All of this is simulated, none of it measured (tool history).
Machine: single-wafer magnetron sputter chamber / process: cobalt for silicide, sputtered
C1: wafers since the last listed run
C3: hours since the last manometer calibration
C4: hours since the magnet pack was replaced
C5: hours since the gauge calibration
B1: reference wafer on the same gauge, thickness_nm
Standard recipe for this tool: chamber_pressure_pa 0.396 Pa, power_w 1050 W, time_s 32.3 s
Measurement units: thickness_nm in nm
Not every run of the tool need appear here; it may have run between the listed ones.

{"run": 1, "hour": 0.0, "chamber_pressure_pa": 0.396, "power_w": 1050, "time_s": 32.3, "C1": 0, "wafers on the sputter target": 1583, "C3": 710.4, "C4": 3584.9, "C5": 2420.8, "B1": 19.5, "thickness_nm": 17.942}
{"run": 2, "hour": 47.1, "chamber_pressure_pa": 0.396, "power_w": 1050, "time_s": 32.3, "C1": 760, "wafers on the sputter target": 2343, "C3": 757.5, "C4": 3632.0, "C5": 2467.9, "B1": 19.513, "thickness_nm": 17.97}
{"run": 3, "hour": 89.1, "chamber_pressure_pa": 0.396, "power_w": 1050, "time_s": 32.3, "C1": 677, "wafers on the sputter target": 3021, "C3": 799.5, "C4": 3674.0, "C5": 2509.9, "B1": 19.506, "thickness_nm": 17.911}
{"run": 4, "hour": 166.8, "chamber_pressure_pa": 0.396, "power_w": 1050, "time_s": 32.3, "C1": 1254, "wafers on the sputter target": 4275, "C3": 877.2, "C4": 3751.7, "C5": 2587.6, "B1": 19.514, "thickness_nm": 17.987}
{"run": 5, "hour": 240.6, "chamber_pressure_pa": 0.396, "power_w": 1050, "time_s": 32.3, "C1": 1191, "wafers on the sputter target": 5466, "C3": 951.0, "C4": 3825.5, "C5": 2661.4, "B1": 19.511, "thickness_nm": 17.927}
{"hour": 288.0, "done": "capacitance manometer re-zeroed and calibrated"}
{"run": 6, "hour": 319.0, "chamber_pressure_pa": 0.396, "power_w": 1050, "time_s": 32.3, "C1": 1136, "wafers on the sputter target": 6602, "C3": 31.0, "C4": 3903.9, "C5": 2739.8, "B1": 19.526, "thickness_nm": 17.904}
{"run": 7, "hour": 371.9, "chamber_pressure_pa": 0.396, "power_w": 1050, "time_s": 32.3, "C1": 853, "wafers on the sputter target": 7456, "C3": 83.9, "C4": 3956.8, "C5": 2792.7, "B1": 19.52, "thickness_nm": 17.898}
{"run": 8, "hour": 475.7, "chamber_pressure_pa": 0.396, "power_w": 1050, "time_s": 32.3, "C1": 1675, "wafers on the sputter target": 9132, "C3": 187.7, "C4": 4060.6, "C5": 2896.5, "B1": 19.511, "thickness_nm": 17.951}
{"run": 9, "hour": 522.7, "chamber_pressure_pa": 0.473, "power_w": 1050, "time_s": 30.1, "C1": 758, "wafers on the sputter target": 9890, "C3": 234.7, "C4": 4107.6, "C5": 2943.5, "B1": 19.541, "thickness_nm": 16.118}
{"hour": 620.2, "done": "sputter target and shields replaced"}
{"run": 10, "hour": 625.3, "chamber_pressure_pa": 0.473, "power_w": 1050, "time_s": 30.1, "C1": 1526, "wafers on the sputter target": 81, "C3": 337.3, "C4": 4210.2, "C5": 3046.1, "B1": 19.53, "thickness_nm": 16.045}
{"run": 11, "hour": 684.4, "chamber_pressure_pa": 0.473, "power_w": 1050, "time_s": 30.1, "C1": 953, "wafers on the sputter target": 1035, "C3": 396.4, "C4": 4269.3, "C5": 3105.2, "B1": 19.545, "thickness_nm": 16.006}
{"run": 12, "hour": 721.5, "chamber_pressure_pa": 0.396, "power_w": 800, "time_s": 32.3, "C1": 598, "wafers on the sputter target": 1634, "C3": 433.5, "C4": 4306.4, "C5": 3142.3, "B1": 19.543, "thickness_nm": 13.674}
{"hour": 786.8, "done": "magnet pack replaced"}
{"run": 13, "hour": 794.2, "chamber_pressure_pa": 0.396, "power_w": 1050, "time_s": 32.3, "C1": 1044, "wafers on the sputter target": 2678, "C3": 506.2, "C4": 7.4, "C5": 3215.0, "B1": 19.532, "thickness_nm": 17.934}
{"run": 14, "hour": 856.5, "chamber_pressure_pa": 0.476, "power_w": 1250, "time_s": 37.4, "C1": 1005, "wafers on the sputter target": 3684, "C3": 568.5, "C4": 69.7, "C5": 3277.3, "B1": 19.541, "thickness_nm": 23.896}
{"run": 15, "hour": 913.2, "chamber_pressure_pa": 0.396, "power_w": 1250, "time_s": 30.3, "C1": 915, "wafers on the sputter target": 4599, "C3": 625.2, "C4": 126.4, "C5": 3334.0, "B1": 19.523, "thickness_nm": 20.009}
{"run": 16, "hour": 995.0, "chamber_pressure_pa": 0.488, "power_w": 900, "time_s": 26.7, "C1": 1320, "wafers on the sputter target": 5920, "C3": 707.0, "C4": 208.2, "C5": 3415.8, "B1": 19.528, "thickness_nm": 12.184}
{"run": 17, "hour": 1082.8, "chamber_pressure_pa": 0.525, "power_w": 1050, "time_s": 32.3, "C1": 1417, "wafers on the sputter target": 7337, "C3": 794.8, "C4": 296.0, "C5": 3503.6, "B1": 19.554, "thickness_nm": 16.837}
{"run": 18, "hour": 1151.0, "chamber_pressure_pa": 0.521, "power_w": 1250, "time_s": 32.3, "C1": 1100, "wafers on the sputter target": 8438, "C3": 863.0, "C4": 364.2, "C5": 3571.8, "B1": 19.535, "thickness_nm": 20.066}
{"hour": 1152.8, "done": "gauge calibrated"}
{"run": 19, "hour": 1248.8, "chamber_pressure_pa": 0.396, "power_w": 1050, "time_s": 32.3, "C1": 1578, "wafers on the sputter target": 10016, "C3": 960.8, "C4": 462.0, "C5": 96.0, "B1": 19.153, "thickness_nm": 17.552}
{"run": 20, "hour": 1349.3, "chamber_pressure_pa": 0.396, "power_w": 1250, "time_s": 30.3, "C1": 1622, "wafers on the sputter target": 11638, "C3": 1061.3, "C4": 562.5, "C5": 196.5, "B1": 19.162, "thickness_nm": 19.679}
{"hour": 1371.7, "done": "sputter target and shields replaced"}
{"hour": 1455.0, "done": "capacitance manometer re-zeroed and calibrated"}
{"run": 21, "hour": 1455.5, "chamber_pressure_pa": 0.549, "power_w": 800, "time_s": 34.5, "C1": 1455, "wafers on the sputter target": 1224, "C3": 0.5, "C4": 668.7, "C5": 302.7, "B1": 19.248, "thickness_nm": 13.271}
{"run": 22, "hour": 1559.5, "chamber_pressure_pa": 0.495, "power_w": 1200, "time_s": 32.3, "C1": 1678, "wafers on the sputter target": 2902, "C3": 104.5, "C4": 772.7, "C5": 406.7, "B1": 19.288, "thickness_nm": 19.3}
{"run": 23, "hour": 1686.0, "chamber_pressure_pa": 0.396, "power_w": 950, "time_s": 32.3, "C1": 2041, "wafers on the sputter target": 4944, "C3": 231.0, "C4": 899.2, "C5": 533.2, "B1": 19.31, "thickness_nm": 16.08}
{"run": 24, "hour": 1722.3, "chamber_pressure_pa": 0.289, "power_w": 1050, "time_s": 38.5, "C1": 585, "wafers on the sputter target": 5530, "C3": 267.3, "C4": 935.5, "C5": 569.5, "B1": 19.35, "thickness_nm": 22.426}
{"run": 25, "hour": 1802.3, "chamber_pressure_pa": 0.396, "power_w": 1050, "time_s": 35.6, "C1": 1291, "wafers on the sputter target": 6822, "C3": 347.3, "C4": 1015.5, "C5": 649.5, "B1": 19.364, "thickness_nm": 19.72}
{"run": 26, "hour": 1853.4, "chamber_pressure_pa": 0.396, "power_w": 1300, "time_s": 32.3, "C1": 824, "wafers on the sputter target": 7646, "C3": 398.4, "C4": 1066.6, "C5": 700.6, "B1": 19.375, "thickness_nm": 22.089}
{"run": 27, "hour": 1925.0, "chamber_pressure_pa": 0.353, "power_w": 900, "time_s": 27.5, "C1": 1155, "wafers on the sputter target": 8802, "C3": 470.0, "C4": 1138.2, "C5": 772.2, "B1": 19.404, "thickness_nm": 13.307}
{"run": 28, "hour": 2030.6, "chamber_pressure_pa": 0.313, "power_w": 1050, "time_s": 32.3, "C1": 1704, "wafers on the sputter target": 10507, "C3": 575.6, "C4": 1243.8, "C5": 877.8, "B1": 19.447, "thickness_nm": 18.624}
{"run": 29, "hour": 2072.5, "chamber_pressure_pa": 0.439, "power_w": 1050, "time_s": 32.3, "C1": 676, "wafers on the sputter target": 11183, "C3": 617.5, "C4": 1285.7, "C5": 919.7, "B1": 19.411, "thickness_nm": 17.5}
{"hour": 2110.4, "done": "sputter target and shields replaced"}
{"run": 30, "hour": 2120.3, "chamber_pressure_pa": 0.396, "power_w": 1250, "time_s": 36.2, "C1": 642, "wafers on the sputter target": 159, "C3": 665.3, "C4": 1333.5, "C5": 967.5, "B1": 19.424, "thickness_nm": 23.89}
{"run": 31, "hour": 2216.3, "chamber_pressure_pa": 0.396, "power_w": 1050, "time_s": 35.6, "C1": 1549, "wafers on the sputter target": 1708, "C3": 761.3, "C4": 1429.5, "C5": 1063.5, "B1": 19.478, "thickness_nm": 19.775}
{"run": 32, "hour": 2275.1, "chamber_pressure_pa": 0.455, "power_w": 1050, "time_s": 32.3, "C1": 949, "wafers on the sputter target": 2657, "C3": 820.1, "C4": 1488.3, "C5": 1122.3, "B1": 19.462, "thickness_nm": 17.349}
{"run": 33, "hour": 2367.9, "chamber_pressure_pa": 0.396, "power_w": 1050, "time_s": 32.3, "C1": 1497, "wafers on the sputter target": 4155, "C3": 912.9, "C4": 1581.1, "C5": 1215.1, "B1": 19.474, "thickness_nm": 18.079}
{"run": 34, "hour": 2421.2, "chamber_pressure_pa": 0.396, "power_w": 1050, "time_s": 32.3, "C1": 860, "wafers on the sputter target": 5016, "C3": 966.2, "C4": 1634.4, "C5": 1268.4, "B1": 19.496, "thickness_nm": 17.895}
{"run": 35, "hour": 2478.9, "chamber_pressure_pa": 0.396, "power_w": 1050, "time_s": 32.3, "C1": 931, "wafers on the sputter target": 5947, "C3": 1023.9, "C4": 1692.1, "C5": 1326.1, "B1": 19.496, "thickness_nm": 17.87}
{"hour": 2508.2, "done": "capacitance manometer re-zeroed and calibrated"}
{"run": 36, "hour": 2523.4, "chamber_pressure_pa": 0.396, "power_w": 1050, "time_s": 32.3, "C1": 589, "wafers on the sputter target": 6536, "C3": 15.2, "C4": 1736.6, "C5": 1370.6, "B1": 19.507, "thickness_nm": 17.954}

Difference, measured minus no-hidden-state, one row per run. Run-to-run variation is common to both terms; the gauge's own scatter need not be:
Hidden state present: deposition rate above that of a new target (%); true argon pressure above the setpoint (%); gauge reads high (%).
run=1 thickness_nm=+0.372
run=2 thickness_nm=+0.375
run=3 thickness_nm=+0.375
run=4 thickness_nm=+0.380
run=5 thickness_nm=+0.382
run=6 thickness_nm=+0.384
run=7 thickness_nm=+0.387
run=8 thickness_nm=+0.391
run=9 thickness_nm=+0.352
run=10 thickness_nm=+0.353
run=11 thickness_nm=+0.354
run=12 thickness_nm=+0.302
run=13 thickness_nm=+0.399
run=14 thickness_nm=+0.533
run=15 thickness_nm=+0.447
run=16 thickness_nm=+0.274
run=17 thickness_nm=+0.380
run=18 thickness_nm=+0.453
run=19 thickness_nm=+0.038
run=20 thickness_nm=+0.092
run=21 thickness_nm=+0.094
run=22 thickness_nm=+0.177
run=23 thickness_nm=+0.184
run=24 thickness_nm=+0.270
run=25 thickness_nm=+0.263
run=26 thickness_nm=+0.311
run=27 thickness_nm=+0.200
run=28 thickness_nm=+0.305
run=29 thickness_nm=+0.295
run=30 thickness_nm=+0.416
run=31 thickness_nm=+0.364
run=32 thickness_nm=+0.329
run=33 thickness_nm=+0.359
run=34 thickness_nm=+0.363
run=35 thickness_nm=+0.370
run=36 thickness_nm=+0.378
